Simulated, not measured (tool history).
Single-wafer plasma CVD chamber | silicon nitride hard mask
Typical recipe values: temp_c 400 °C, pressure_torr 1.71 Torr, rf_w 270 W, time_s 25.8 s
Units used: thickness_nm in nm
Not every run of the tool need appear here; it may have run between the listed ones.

run	hour	temp_c	pressure_torr	rf_w	time_s	read-back reference wafer on the same gauge, thickness_nm	thickness_nm
1	0.0	400	1.71	270	22.6	28.898	24.745
2	36.1	400	1.71	270	22.6	28.920	24.781
3	122.7	400	1.58	270	25.8	28.919	27.928
4	202.5	400	1.58	270	25.8	28.888	27.743
5	284.6	400	1.58	270	25.8	28.881	27.754
6	352.2	400	1.71	280	25.8	28.892	28.659
7	575.1	400	1.91	270	21.8	28.893	24.245
# hour 600.6: RF generator calibrated
8	622.2	400	1.91	270	21.8	28.874	24.811
9	714.5	400	1.91	270	21.8	28.867	24.799
# hour 895.2: gauge calibrated
10	956.2	400	1.58	245	25.8	28.894	26.547
11	995.3	400	1.80	270	25.8	28.918	28.440
12	1102.9	400	1.71	270	25.8	28.922	28.318
13	1173.9	400	1.71	285	25.8	28.886	28.876
14	1232.0	400	2.11	270	25.8	28.904	29.275
15	1273.6	396	1.91	290	29.9	28.921	34.818
# hour 1344.8: showerhead replaced
16	1345.3	400	1.85	270	25.8	28.909	28.363
17	1415.2	400	1.93	250	25.8	28.914	27.518
# hour 1442.9: capacitance manometer re-zeroed and calibrated
# hour 1510.6: RF generator calibrated
18	1520.9	400	1.71	270	22.6	28.926	24.903
# hour 1542.2: thermocouple changed; heater temperature recalibrated
19	1605.3	400	2.11	270	25.8	28.909	29.739
20	1707.5	400	1.51	270	25.8	28.921	27.772
21	1782.7	385	1.71	315	25.8	28.931	30.791
22	1832.2	400	1.71	270	25.8	28.915	28.286
23	1936.9	400	1.71	270	25.8	28.894	28.193

Had the tool no unlogged condition, and each run kept its random variation, what would the results have been?
Hidden conditions of the tool in this case: wafer temperature above the value expected at the setpoint (K); delivered RF power above the setpoint (%); true pressure above the setpoint (%); gauge reads high (%).
run	thickness_nm
1	25.008
2	25.071
3	28.326
4	28.204
5	28.283
6	29.251
7	24.921
8	24.846
9	24.900
10	26.843
11	28.790
12	28.756
13	29.364
14	29.841
15	35.507
16	29.008
17	28.202
18	24.959
19	29.878
20	27.984
21	31.076
22	28.606
23	28.599

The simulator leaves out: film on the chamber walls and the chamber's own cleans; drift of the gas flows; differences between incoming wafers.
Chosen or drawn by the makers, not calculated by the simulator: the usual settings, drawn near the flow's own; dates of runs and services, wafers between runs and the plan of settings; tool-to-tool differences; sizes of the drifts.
